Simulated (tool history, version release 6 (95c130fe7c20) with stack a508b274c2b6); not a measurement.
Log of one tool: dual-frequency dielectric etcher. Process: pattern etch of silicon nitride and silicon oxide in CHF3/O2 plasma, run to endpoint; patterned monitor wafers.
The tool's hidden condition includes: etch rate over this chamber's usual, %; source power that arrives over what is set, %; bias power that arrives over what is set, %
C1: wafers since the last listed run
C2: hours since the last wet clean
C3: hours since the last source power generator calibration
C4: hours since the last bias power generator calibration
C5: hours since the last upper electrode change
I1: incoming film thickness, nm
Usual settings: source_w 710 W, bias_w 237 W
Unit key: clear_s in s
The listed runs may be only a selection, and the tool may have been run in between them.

{"run": 1, "hour": 0.0, "source_w": 710, "bias_w": 263, "C1": 0, "C2": 19.0, "C3": 3453.1, "C4": 1999.8, "C5": 2469.6, "I1": 264.1, "clear_s": 143.8}
{"run": 2, "hour": 58.5, "source_w": 710, "bias_w": 263, "C1": 356, "C2": 77.5, "C3": 3511.6, "C4": 2058.3, "C5": 2528.1, "I1": 262.5, "clear_s": 142.3}
{"run": 3, "hour": 125.7, "source_w": 710, "bias_w": 263, "C1": 409, "C2": 144.7, "C3": 3578.8, "C4": 2125.5, "C5": 2595.3, "I1": 259.4, "clear_s": 136.8}
{"run": 4, "hour": 172.4, "source_w": 710, "bias_w": 237, "C1": 284, "C2": 191.4, "C3": 3625.5, "C4": 2172.2, "C5": 2642.0, "I1": 262.0, "clear_s": 147.1}
{"run": 5, "hour": 242.8, "source_w": 710, "bias_w": 237, "C1": 429, "C2": 261.8, "C3": 3695.9, "C4": 2242.6, "C5": 2712.4, "I1": 262.2, "clear_s": 143.0}
{"run": 6, "hour": 296.7, "source_w": 710, "bias_w": 273, "C1": 328, "C2": 315.7, "C3": 3749.8, "C4": 2296.5, "C5": 2766.3, "I1": 265.9, "clear_s": 138.3}
{"run": 7, "hour": 323.1, "source_w": 710, "bias_w": 237, "C1": 160, "C2": 342.1, "C3": 3776.2, "C4": 2322.9, "C5": 2792.7, "I1": 261.3, "clear_s": 144.4}
{"run": 8, "hour": 375.5, "source_w": 710, "bias_w": 237, "C1": 319, "C2": 394.5, "C3": 3828.6, "C4": 2375.3, "C5": 2845.1, "I1": 261.1, "clear_s": 144.1}
{"run": 9, "hour": 415.9, "source_w": 710, "bias_w": 237, "C1": 246, "C2": 434.9, "C3": 3869.0, "C4": 2415.7, "C5": 2885.5, "I1": 261.2, "clear_s": 142.3}
{"run": 10, "hour": 452.1, "source_w": 710, "bias_w": 237, "C1": 220, "C2": 471.1, "C3": 3905.2, "C4": 2451.9, "C5": 2921.7, "I1": 264.0, "clear_s": 145.8}
{"run": 11, "hour": 517.9, "source_w": 710, "bias_w": 237, "C1": 401, "C2": 536.9, "C3": 3971.0, "C4": 2517.7, "C5": 2987.5, "I1": 261.6, "clear_s": 144.6}
{"run": 12, "hour": 558.2, "source_w": 710, "bias_w": 237, "C1": 245, "C2": 577.2, "C3": 4011.3, "C4": 2558.0, "C5": 3027.8, "I1": 264.6, "clear_s": 143.0}
{"hour": 590.4, "done": "wet clean of the chamber"}
{"run": 13, "hour": 590.9, "source_w": 850, "bias_w": 237, "C1": 53, "C2": 0.5, "C3": 4044.0, "C4": 2590.7, "C5": 3060.5, "I1": 260.1, "clear_s": 131.4}
{"run": 14, "hour": 627.4, "source_w": 710, "bias_w": 237, "C1": 222, "C2": 37.0, "C3": 4080.5, "C4": 2627.2, "C5": 3097.0, "I1": 260.2, "clear_s": 145.6}
{"run": 15, "hour": 683.3, "source_w": 710, "bias_w": 237, "C1": 340, "C2": 92.9, "C3": 4136.4, "C4": 2683.1, "C5": 3152.9, "I1": 264.6, "clear_s": 150.1}
{"run": 16, "hour": 709.6, "source_w": 710, "bias_w": 237, "C1": 160, "C2": 119.2, "C3": 4162.7, "C4": 2709.4, "C5": 3179.2, "I1": 259.8, "clear_s": 143.9}
{"run": 17, "hour": 742.0, "source_w": 840, "bias_w": 237, "C1": 197, "C2": 151.6, "C3": 4195.1, "C4": 2741.8, "C5": 3211.6, "I1": 265.2, "clear_s": 134.7}
{"hour": 754.4, "done": "bias power generator calibrated"}
{"run": 18, "hour": 800.6, "source_w": 840, "bias_w": 237, "C1": 332, "C2": 210.2, "C3": 4253.7, "C4": 46.2, "C5": 3270.2, "I1": 261.7, "clear_s": 129.6}
{"run": 19, "hour": 826.9, "source_w": 830, "bias_w": 289, "C1": 160, "C2": 236.5, "C3": 4280.0, "C4": 72.5, "C5": 3296.5, "I1": 264.2, "clear_s": 123.6}
{"run": 20, "hour": 882.9, "source_w": 860, "bias_w": 191, "C1": 341, "C2": 292.5, "C3": 4336.0, "C4": 128.5, "C5": 3352.5, "I1": 260.0, "clear_s": 136.3}
{"run": 21, "hour": 909.4, "source_w": 580, "bias_w": 272, "C1": 161, "C2": 319.0, "C3": 4362.5, "C4": 155.0, "C5": 3379.0, "I1": 262.6, "clear_s": 151.7}
{"hour": 914.1, "done": "source power generator calibrated"}
{"run": 22, "hour": 980.1, "source_w": 770, "bias_w": 257, "C1": 406, "C2": 389.7, "C3": 66.0, "C4": 225.7, "C5": 3449.7, "I1": 261.1, "clear_s": 132.8}
{"hour": 1010.0, "done": "upper electrode replaced"}
{"run": 23, "hour": 1017.0, "source_w": 570, "bias_w": 214, "C1": 78, "C2": 426.6, "C3": 102.9, "C4": 262.6, "C5": 7.0, "I1": 261.9, "clear_s": 167.1}
{"run": 24, "hour": 1068.1, "source_w": 870, "bias_w": 194, "C1": 311, "C2": 477.7, "C3": 154.0, "C4": 313.7, "C5": 58.1, "I1": 262.8, "clear_s": 136.3}
{"run": 25, "hour": 1098.7, "source_w": 710, "bias_w": 237, "C1": 186, "C2": 508.3, "C3": 184.6, "C4": 344.3, "C5": 88.7, "I1": 262.8, "clear_s": 141.0}
{"run": 26, "hour": 1170.6, "source_w": 710, "bias_w": 237, "C1": 438, "C2": 580.2, "C3": 256.5, "C4": 416.2, "C5": 160.6, "I1": 266.3, "clear_s": 142.2}
{"hour": 1206.2, "done": "wet clean of the chamber"}
{"run": 27, "hour": 1239.5, "source_w": 710, "bias_w": 191, "C1": 273, "C2": 33.3, "C3": 325.4, "C4": 485.1, "C5": 229.5, "I1": 263.5, "clear_s": 160.4}
{"run": 28, "hour": 1271.1, "source_w": 820, "bias_w": 197, "C1": 192, "C2": 64.9, "C3": 357.0, "C4": 516.7, "C5": 261.1, "I1": 263.1, "clear_s": 146.0}
{"run": 29, "hour": 1322.1, "source_w": 710, "bias_w": 237, "C1": 310, "C2": 115.9, "C3": 408.0, "C4": 567.7, "C5": 312.1, "I1": 263.0, "clear_s": 146.9}
{"run": 30, "hour": 1364.6, "source_w": 780, "bias_w": 237, "C1": 259, "C2": 158.4, "C3": 450.5, "C4": 610.2, "C5": 354.6, "I1": 263.4, "clear_s": 139.1}
{"run": 31, "hour": 1423.1, "source_w": 600, "bias_w": 237, "C1": 356, "C2": 216.9, "C3": 509.0, "C4": 668.7, "C5": 413.1, "I1": 260.9, "clear_s": 159.0}
{"run": 32, "hour": 1462.9, "source_w": 710, "bias_w": 237, "C1": 242, "C2": 256.7, "C3": 548.8, "C4": 708.5, "C5": 452.9, "I1": 263.2, "clear_s": 144.7}
{"run": 33, "hour": 1487.8, "source_w": 710, "bias_w": 263, "C1": 151, "C2": 281.6, "C3": 573.7, "C4": 733.4, "C5": 477.8, "I1": 260.4, "clear_s": 138.9}
{"run": 34, "hour": 1547.2, "source_w": 620, "bias_w": 274, "C1": 362, "C2": 341.0, "C3": 633.1, "C4": 792.8, "C5": 537.2, "I1": 264.6, "clear_s": 147.3}
{"run": 35, "hour": 1612.3, "source_w": 810, "bias_w": 292, "C1": 396, "C2": 406.1, "C3": 698.2, "C4": 857.9, "C5": 602.3, "I1": 262.4, "clear_s": 124.2}
{"run": 36, "hour": 1664.7, "source_w": 580, "bias_w": 272, "C1": 319, "C2": 458.5, "C3": 750.6, "C4": 910.3, "C5": 654.7, "I1": 261.8, "clear_s": 151.5}

The same runs without the tool's hidden state, with the same run-to-run variation:
run=1 clear_s=143.8
run=2 clear_s=143.0
run=3 clear_s=138.3
run=4 clear_s=149.2
run=5 clear_s=145.9
run=6 clear_s=141.7
run=7 clear_s=148.3
run=8 clear_s=148.6
run=9 clear_s=147.2
run=10 clear_s=151.3
run=11 clear_s=150.9
run=12 clear_s=149.7
run=13 clear_s=132.4
run=14 clear_s=147.1
run=15 clear_s=152.4
run=16 clear_s=146.4
run=17 clear_s=137.5
run=18 clear_s=132.8
run=19 clear_s=127.0
run=20 clear_s=140.7
run=21 clear_s=156.9
run=22 clear_s=138.1
run=23 clear_s=174.3
run=24 clear_s=142.8
run=25 clear_s=148.1
run=26 clear_s=150.2
run=27 clear_s=160.7
run=28 clear_s=146.6
run=29 clear_s=148.1
run=30 clear_s=140.8
run=31 clear_s=161.7
run=32 clear_s=147.6
run=33 clear_s=142.1
run=34 clear_s=151.4
run=35 clear_s=128.3
run=36 clear_s=157.1
